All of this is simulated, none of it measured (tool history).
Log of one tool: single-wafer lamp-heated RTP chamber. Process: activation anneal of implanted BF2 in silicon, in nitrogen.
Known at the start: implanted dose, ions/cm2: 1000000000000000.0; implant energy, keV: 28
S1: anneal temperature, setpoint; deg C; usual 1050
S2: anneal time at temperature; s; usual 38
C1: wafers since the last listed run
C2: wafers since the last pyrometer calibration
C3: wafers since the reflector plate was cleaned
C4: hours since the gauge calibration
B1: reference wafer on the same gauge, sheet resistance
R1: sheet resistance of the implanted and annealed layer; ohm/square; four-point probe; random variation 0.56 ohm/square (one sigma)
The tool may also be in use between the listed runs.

Run 1, hour 0.0: usual settings; C1 0; C2 3311; C3 1089; C4 256.0; B1 109.15. Result: R1 130.78 ohm/square.
Run 2, hour 27.7: usual settings; C1 256; C2 3568; C3 1346; C4 283.7; B1 109.09. Result: R1 130.63 ohm/square.
Run 3, hour 47.0: usual settings; C1 179; C2 3747; C3 1525; C4 303.0; B1 109.00. Result: R1 130.85 ohm/square.
Run 4, hour 79.1: usual settings but S2 55 s; C1 297; C2 4044; C3 1823; C4 335.1; B1 108.93. Result: R1 127.26 ohm/square.
Run 5, hour 103.6: usual settings but S2 55 s; C1 227; C2 4272; C3 2050; C4 359.6; B1 109.00. Result: R1 126.75 ohm/square.
Run 6, hour 121.4: usual settings but S2 55 s; C1 165; C2 4437; C3 2215; C4 377.4; B1 108.95. Result: R1 125.90 ohm/square.
Run 7, hour 147.7: usual settings but S1 1030 deg C; C1 243; C2 4681; C3 2459; C4 403.7; B1 109.01. Result: R1 137.22 ohm/square.
Run 8, hour 182.5: usual settings but S2 51 s; C1 322; C2 5003; C3 2782; C4 438.5; B1 109.04. Result: R1 126.02 ohm/square.
Run 9, hour 212.9: usual settings; C1 281; C2 5285; C3 3064; C4 468.9; B1 108.95. Result: R1 129.00 ohm/square.
Run 10, hour 236.1: usual settings; C1 215; C2 5500; C3 3279; C4 492.1; B1 109.03. Result: R1 129.04 ohm/square.
Run 11, hour 257.5: usual settings but S1 1057 deg C; C1 198; C2 5699; C3 3478; C4 513.5; B1 108.91. Result: R1 127.52 ohm/square.
At hour 294.5: pyrometer window cleaned and pyrometer calibrated.
Run 12, hour 295.0: usual settings but S1 1057 deg C; C1 273; C2 4; C3 3751; C4 551.0; B1 108.96. Result: R1 129.60 ohm/square.
At hour 295.5: gauge calibrated.
Run 13, hour 322.6: usual settings; C1 255; C2 260; C3 4007; C4 27.1; B1 109.00. Result: R1 132.29 ohm/square.
Run 14, hour 350.9: usual settings; C1 262; C2 523; C3 4270; C4 55.4; B1 109.05. Result: R1 131.58 ohm/square.
Run 15, hour 378.7: usual settings but S1 1039 deg C; C1 257; C2 781; C3 4528; C4 83.2; B1 108.95. Result: R1 135.89 ohm/square.
Run 16, hour 391.3: usual settings but S1 1039 deg C; C1 116; C2 897; C3 4645; C4 95.8; B1 109.11. Result: R1 135.70 ohm/square.
Run 17, hour 456.0: usual settings but S1 1039 deg C; C1 600; C2 1498; C3 5245; C4 160.5; B1 109.05. Result: R1 135.61 ohm/square.
Run 18, hour 474.7: usual settings but S1 1073 deg C, S2 57 s; C1 173; C2 1671; C3 5418; C4 179.2; B1 109.00. Result: R1 123.89 ohm/square.
Run 19, hour 491.4: usual settings but S1 1058 deg C; C1 154; C2 1826; C3 5573; C4 195.9; B1 108.87. Result: R1 129.46 ohm/square.
At hour 529.7: reflector plate cleaned.
Run 20, hour 530.2: usual settings; C1 285; C2 2112; C3 4; C4 234.7; B1 109.03. Result: R1 131.27 ohm/square.
Run 21, hour 541.5: usual settings; C1 104; C2 2216; C3 109; C4 246.0; B1 109.01. Result: R1 132.14 ohm/square.
Run 22, hour 561.2: usual settings but S1 1065 deg C, S2 52 s; C1 182; C2 2399; C3 291; C4 265.7; B1 109.03. Result: R1 124.49 ohm/square.
Run 23, hour 578.5: usual settings but S1 1058 deg C, S2 26 s; C1 160; C2 2560; C3 452; C4 283.0; B1 109.07. Result: R1 132.80 ohm/square.
Run 24, hour 603.9: usual settings but S1 1040 deg C, S2 56 s; C1 235; C2 2795; C3 688; C4 308.4; B1 108.90. Result: R1 130.04 ohm/square.
Run 25, hour 622.8: usual settings but S1 1037 deg C, S2 46 s; C1 175; C2 2970; C3 863; C4 327.3; B1 108.94. Result: R1 132.98 ohm/square.
Run 26, hour 647.5: usual settings; C1 229; C2 3200; C3 1092; C4 352.0; B1 109.03. Result: R1 130.69 ohm/square.
Run 27, hour 664.8: usual settings but S1 1030 deg C, S2 18 s; C1 160; C2 3360; C3 1252; C4 369.3; B1 109.08. Result: R1 147.92 ohm/square.
Run 28, hour 699.6: usual settings but S2 53 s; C1 322; C2 3683; C3 1575; C4 404.1; B1 108.83. Result: R1 126.21 ohm/square.
Run 29, hour 722.3: usual settings; C1 210; C2 3893; C3 1786; C4 426.8; B1 109.12. Result: R1 130.61 ohm/square.
Run 30, hour 757.9: usual settings; C1 330; C2 4224; C3 2116; C4 462.4; B1 109.03. Result: R1 130.02 ohm/square.
Run 31, hour 771.8: usual settings; C1 128; C2 4352; C3 2245; C4 476.3; B1 108.98. Result: R1 129.43 ohm/square.
At hour 812.2: pyrometer window cleaned and pyrometer calibrated.
Run 32, hour 812.7: usual settings but S1 1058 deg C; C1 305; C2 4; C3 2550; C4 517.2; B1 108.90. Result: R1 129.56 ohm/square.
At hour 826.3: gauge calibrated.
Run 33, hour 829.3: usual settings but S2 27 s; C1 153; C2 158; C3 2704; C4 3.0; B1 109.03. Result: R1 135.85 ohm/square.
Run 34, hour 848.4: usual settings but S1 1062 deg C, S2 47 s; C1 177; C2 335; C3 2881; C4 22.1; B1 109.01. Result: R1 127.15 ohm/square.
Run 35, hour 914.8: usual settings; C1 615; C2 951; C3 3497; C4 88.5; B1 108.97. Result: R1 132.32 ohm/square.
Run 36, hour 949.5: usual settings but S2 54 s; C1 321; C2 1273; C3 3819; C4 123.2; B1 109.07. Result: R1 128.52 ohm/square.
Run 37, hour 989.0: usual settings but S1 1061 deg C, S2 45 s; C1 366; C2 1639; C3 4185; C4 162.7; B1 109.10. Result: R1 126.31 ohm/square.

4 ways to go on from here, each from the tool as it stands after run 37. What would each give?
Run A, hour 989.4: usual settings but S1 1064 deg C; C1 3; C2 1643; C3 4189; C4 163.1; B1 ?. Result: R1 ?.
Run B, hour 989.4: usual settings but S1 1025 deg C, S2 49 s; C1 3; C2 1643; C3 4189; C4 163.1; B1 ?. Result: R1 ?.
Run C, hour 989.4: usual settings but S1 1034 deg C, S2 53 s; C1 3; C2 1643; C3 4189; C4 163.1; B1 ?. Result: R1 ?.
Run D, hour 989.4: usual settings but S1 1023 deg C, S2 52 s; C1 3; C2 1643; C3 4189; C4 163.1; B1 ?. Result: R1 ?.

run      B1      R1
  A  108.88  128.00
  B  108.88  139.36
  C  108.88  134.06
  D  108.88  139.69
Without the tool's hidden state the same runs would have given:
run      R1
  A  128.47
  B  140.42
  C  134.99
  D  140.75
